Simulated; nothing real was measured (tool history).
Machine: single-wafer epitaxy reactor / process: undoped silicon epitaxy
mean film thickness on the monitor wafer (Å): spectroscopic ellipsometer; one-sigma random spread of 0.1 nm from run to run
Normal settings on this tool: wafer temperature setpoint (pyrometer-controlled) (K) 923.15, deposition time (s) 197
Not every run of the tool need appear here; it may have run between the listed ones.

run,hour,wafer temperature setpoint (pyrometer-controlled) (K),deposition time (s),wafers since the last listed run,hours since the last pyrometer calibration,hours since the gauge calibration,"read-back reference wafer on the same gauge, thickness_nm",mean film thickness on the monitor wafer (Å)
1,0.0,916.15,197,0,677.2,463.7,33.015,270.70
2,72.7,916.15,197,598,749.9,536.4,33.041,271.12
3,132.1,916.15,197,488,809.3,595.8,33.011,271.28
4,236.4,923.15,197,858,913.6,700.1,33.012,320.53
5,285.7,923.15,197,405,962.9,749.4,32.995,321.28
6,351.8,923.15,197,544,1029.0,815.5,32.995,321.23
7,388.0,923.15,172,297,1065.2,851.7,32.985,282.67
8,453.6,923.15,172,539,1130.8,917.3,33.036,282.40
9,555.4,923.15,197,837,1232.6,1019.1,32.956,321.32
10,621.6,923.15,197,544,1298.8,1085.3,33.017,321.98
11,722.2,923.15,177,827,1399.4,1185.9,32.953,289.75
12,788.0,930.15,197,541,1465.2,1251.7,33.054,379.70
13,828.3,930.15,197,331,1505.5,1292.0,32.979,381.36
# hour 892.4: pyrometer calibrated
14,933.6,930.15,197,800,41.2,1397.3,32.973,373.93
15,1029.6,923.15,171,790,137.2,1493.3,32.945,275.99
16,1097.4,923.15,197,558,205.0,1561.1,33.031,318.05
17,1198.8,923.15,197,834,306.4,1662.5,32.961,320.53
18,1236.5,930.15,227,310,344.1,1700.2,33.025,433.41

Run 19 is up next; what results do you expect?
19,1288.4,916.15,214,427,396.0,1752.1,?,?

read-back reference wafer on the same gauge, thickness_nm: 32.986
mean film thickness on the monitor wafer (Å): 295.40
With no hidden state in the tool, this same run would have given mean film thickness on the monitor wafer (Å) 291.76.
